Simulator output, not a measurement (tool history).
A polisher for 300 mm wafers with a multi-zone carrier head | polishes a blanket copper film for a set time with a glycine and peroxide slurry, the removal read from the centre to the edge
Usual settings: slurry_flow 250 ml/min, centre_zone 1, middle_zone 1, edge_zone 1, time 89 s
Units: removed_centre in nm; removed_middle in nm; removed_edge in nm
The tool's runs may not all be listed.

run   hour  slurry_flow  centre_zone  middle_zone  edge_zone  time  wafers since the last listed run  wafers polished on this pad  hours since the slurry nozzle was cleaned  hours since the centre zone pressure was calibrated  hours since the edge zone pressure was calibrated  hours since the carrier head's membrane was replaced  incoming thickness of the incoming film, nm  removed_centre  removed_middle  removed_edge
  1      0          250            1            1          1    89                                 0                          860                                      310.7                                               1179.2                                             1132.2                                                 936.1                                       2080.3           503.4           498.8         508.6
  2   35.6          250            1            1          1    67                               265                         1125                                      346.3                                               1214.8                                             1167.8                                                 971.7                                         2108           375.8           370.4         378.4
  3   51.5          250            1            1          1    89                               118                         1243                                      362.2                                               1230.7                                             1183.7                                                 987.6                                       2089.9           498.7           496.4         513.8
        61  -- worn pad replaced by a new one
  4   68.4          250            1            1          1    89                                96                           55                                      379.1                                               1247.6                                             1200.6                                                1004.5                                       2064.3           495.3           491.6           509
  5   85.7          250            1            1          1   110                               128                          183                                      396.4                                               1264.9                                             1217.9                                                1021.8                                       2079.4           607.6           612.6         620.5
  6  102.5          250         1.07            1          1    89                               125                          309                                      413.2                                               1281.7                                             1234.7                                                1038.6                                       2108.3           517.5           494.2         507.8
  7  110.7          250         1.07            1          1    89                                61                          370                                      421.4                                               1289.9                                             1242.9                                                1046.8                                       2076.8           513.1             489         504.4
  8    123          250         1.07            1          1    89                                91                          461                                      433.7                                               1302.2                                             1255.2                                                1059.1                                       2076.8           506.9           487.8         503.4
  9  134.6          210            1            1       0.95   118                                86                          548                                      445.3                                               1313.8                                             1266.8                                                1070.7                                       2103.2           630.6           629.3         621.8
 10  146.3          250            1         0.94          1    67                                87                          635                                        457                                               1325.5                                             1278.5                                                1082.4                                       2056.8           370.2           350.4         387.4
     161.7  -- edge zone pressure recalibrated
       180  -- carrier head's membrane replaced by a new one
 11  197.2          250            1            1          1    89                               327                          962                                      507.9                                               1376.4                                               35.5                                                  17.2                                       2086.1           491.2           475.8         494.9
     212.1  -- slurry nozzle cleaned
 12  213.3          170            1         0.96       1.09    89                               112                         1075                                        1.2                                               1392.5                                               51.6                                                  33.3                                       2128.5           489.6           465.9         524.8
     220.2  -- centre zone pressure recalibrated
     220.5  -- worn pad replaced by a new one
 13  223.1          330         1.06          0.9          1   111                                55                           19                                         11                                                  2.9                                               61.4                                                  43.1                                         2091           685.4             604         681.5
 14    232          330            1            1       0.89    89                                66                           85                                       19.9                                                 11.8                                               70.3                                                    52                                       2090.7           537.4           532.5         517.2
 15  242.4          170            1            1          1    89                                77                          163                                       30.3                                                 22.2                                               80.7                                                  62.4                                       2098.7           491.5           497.2         522.8
 16  259.6          290         0.89         0.88          1   107                               128                          291                                       47.5                                                 39.4                                               97.9                                                  79.6                                       2109.9           590.8           561.5         626.5
 17  267.3          250         0.97            1       1.04    89                                57                          348                                       55.2                                                 47.1                                              105.6                                                  87.3                                       2067.7           507.8             514         552.7
 18  275.4          250         0.89            1          1    89                                60                          409                                       63.3                                                 55.2                                              113.7                                                  95.4                                       2075.1           492.9           509.8         516.2
 19  292.3          250            1            1          1    89                               125                          535                                       80.2                                                 72.1                                              130.6                                                 112.3                                       2076.3           511.9           513.2         535.5
 20  305.7          225         0.96            1          1    81                                99                          634                                       93.6                                                 85.5                                                144                                                 125.7                                         2101           450.2           462.6         466.4
 21  317.7          170            1            1          1    89                                89                          724                                      105.6                                                 97.5                                                156                                                 137.7                                       2099.4           485.9           485.2         481.5

5 ways to go on from here, each from the tool as it stands after run 21. What would each give?
  A  318.1          250            1            1       1.07    89                                 2                          727                                        106                                                 97.9                                              156.4                                                 138.1                                       2112.3               ?               ?             ?
  B  318.1          310            1            1       1.04   113                                 2                          727                                        106                                                 97.9                                              156.4                                                 138.1                                       2112.3               ?               ?             ?
  C  318.1          250            1         1.03          1    67                                 2                          727                                        106                                                 97.9                                              156.4                                                 138.1                                       2112.3               ?               ?             ?
  D  318.1          250            1         0.92          1    89                                 2                          727                                        106                                                 97.9                                              156.4                                                 138.1                                       2112.3               ?               ?             ?
  E  318.1          250            1            1       1.08    89                                 2                          727                                        106                                                 97.9                                              156.4                                                 138.1                                       2112.3               ?               ?             ?

run  removed_centre  removed_middle  removed_edge
  A           510.3           506.5         544.8
  B           665.2           658.6         694.3
  C           384.3             391         396.6
  D           510.1           472.4         527.6
  E           510.3           506.5         547.3
Without the tool's hidden state the same runs would have given:
run  removed_centre  removed_middle  removed_edge
  A           517.9           513.3         550.2
  B           673.2           665.8         700.1
  C           389.9           396.2         400.5
  D           517.6           478.7         532.8
  E           517.9           513.3         552.8
